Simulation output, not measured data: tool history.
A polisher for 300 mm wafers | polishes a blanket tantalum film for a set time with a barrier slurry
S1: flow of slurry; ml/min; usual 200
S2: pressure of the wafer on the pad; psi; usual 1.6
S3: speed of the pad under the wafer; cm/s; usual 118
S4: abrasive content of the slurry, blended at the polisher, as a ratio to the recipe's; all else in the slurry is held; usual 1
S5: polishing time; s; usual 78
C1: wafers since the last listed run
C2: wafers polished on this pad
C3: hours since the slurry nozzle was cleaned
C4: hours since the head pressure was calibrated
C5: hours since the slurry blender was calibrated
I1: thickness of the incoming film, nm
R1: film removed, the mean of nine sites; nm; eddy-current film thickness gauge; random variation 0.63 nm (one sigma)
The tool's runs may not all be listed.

run   hour   S1   S2   S3    S4  S5   C1   C2     C3     C4     C5     I1     R1
  1      0  200  1.9  118     1  78    0  177  445.6  166.1    239  405.9  117.8
  2   13.1  200  1.9  118     1  78   61  238  458.7  179.2  252.1  402.2    117
  3   48.6  200  1.9  118     1  78  167  406  494.2  214.7  287.6  401.1  115.8
  4   74.5  200  1.1  118     1  78  122  528  520.1  240.6  313.5  396.6   67.2
      88.4  -- slurry blender recalibrated
      96.9  -- worn pad replaced by a new one
  5  103.8  200  1.6  118     1  78  109   32  549.4  269.9   15.4    400   99.7
  6  129.4  200  1.6  118     1  78  120  153    575  295.5     41  401.9  100.2
  7  217.6  200  1.6  118     1  78  416  569  663.2  383.7  129.2  399.7   94.7
     226.1  -- slurry nozzle cleaned
     234.3  -- worn pad replaced by a new one
  8  237.3  200  1.6  118     1  78   69   13   11.2  403.4  148.9  404.1   91.8
  9    262  200  1.6  118     1  78  116  130   35.9  428.1  173.6  398.4   89.1
 10    276  200  1.6  118     1  78   66  196   49.9  442.1  187.6    408   89.4
     282.6  -- head pressure recalibrated
 11  291.3  165  1.6  118     1  78   62  259   65.2    8.7  202.9  394.2   86.1
 12  326.6  200  1.6  118     1  78  166  426  100.5     44  238.2  399.1   87.6
 13    339  200  1.6  118     1  78   58  484  112.9   56.4  250.6  396.4   85.8
     365.2  -- worn pad replaced by a new one, repeated, since the last time left the tool worse
 14  366.5  200  1.6  118     1  78  110    6  140.4   83.9  278.1  407.6  102.7
 15  381.5  265  1.6   90     1  78   70   77  155.4   98.9  293.1  394.5   80.1
     414.8  -- slurry blender recalibrated
 16  415.3  200  1.6  118     1  78  150  227  189.2  132.7    0.5  401.2   99.3
 17  427.7  200  1.6  118     1  78   58  285  201.6  145.1   12.9    399   97.3
 18  462.2  200  1.6  118   0.7  93  162  448  236.1  179.6   47.4  402.4  105.2
 19  474.8  200    2  118   1.1  78   59  508  248.7  192.2     60  398.8  124.2
 20  505.5  200  1.6  118     1  78  144  652  279.4  222.9   90.7  399.6   96.6
     527.1  -- worn pad replaced by a new one
 21  538.1  200  2.1  118     1  90  134   51    312  255.5  123.3  398.4  152.1
 22  551.8  240    2  118  0.75  61   64  116  325.7  269.2    137  403.8   92.2
 23  580.4  145  1.6   84     1  78  134  251  354.3  297.8  165.6  400.6   67.6
 24  606.3  200  1.6  118     1  70  122  373  380.2  323.7  191.5  395.1   87.5
 25  637.8  200  1.6  118     1  78  148  522  411.7  355.2    223  403.6   96.1
 26  671.4  200  1.6  118     1  78  158  680  445.3  388.8  256.6  399.1   95.9
     681.6  -- worn pad replaced by a new one
 27  701.6  200  1.3  146     1  78  123   94  475.5    419  286.8  402.4  101.7
 28  715.7  200  1.6  118     1  78   66  161  489.6  433.1  300.9  406.2   99.6
     734.9  -- slurry blender recalibrated
 29  735.4  170  1.6  118     1  51   83  244  509.3  452.8    0.5  395.3   63.7

The same runs without the tool's hidden state, with the same run-to-run variation:
The hidden state here: removal rate lost through wear of the pad, %; slurry flow missing at the pad, %; deviation of the head's pressure from its setpoint, %; abrasive missing from the slurry, %.
run     R1
  1  122.1
  2  122.1
  3  122.1
  4   71.3
  5  101.3
  6  103.9
  7  100.8
  8  102.6
  9    102
 10  103.3
 11  100.3
 12  103.2
 13  101.2
 14  103.1
 15   81.5
 16  103.2
 17  101.6
 18  110.8
 19  131.1
 20  102.3
 21    155
 22     95
 23   70.8
 24   92.4
 25  102.2
 26  102.3
 27  103.6
 28  102.5
 29   66.2

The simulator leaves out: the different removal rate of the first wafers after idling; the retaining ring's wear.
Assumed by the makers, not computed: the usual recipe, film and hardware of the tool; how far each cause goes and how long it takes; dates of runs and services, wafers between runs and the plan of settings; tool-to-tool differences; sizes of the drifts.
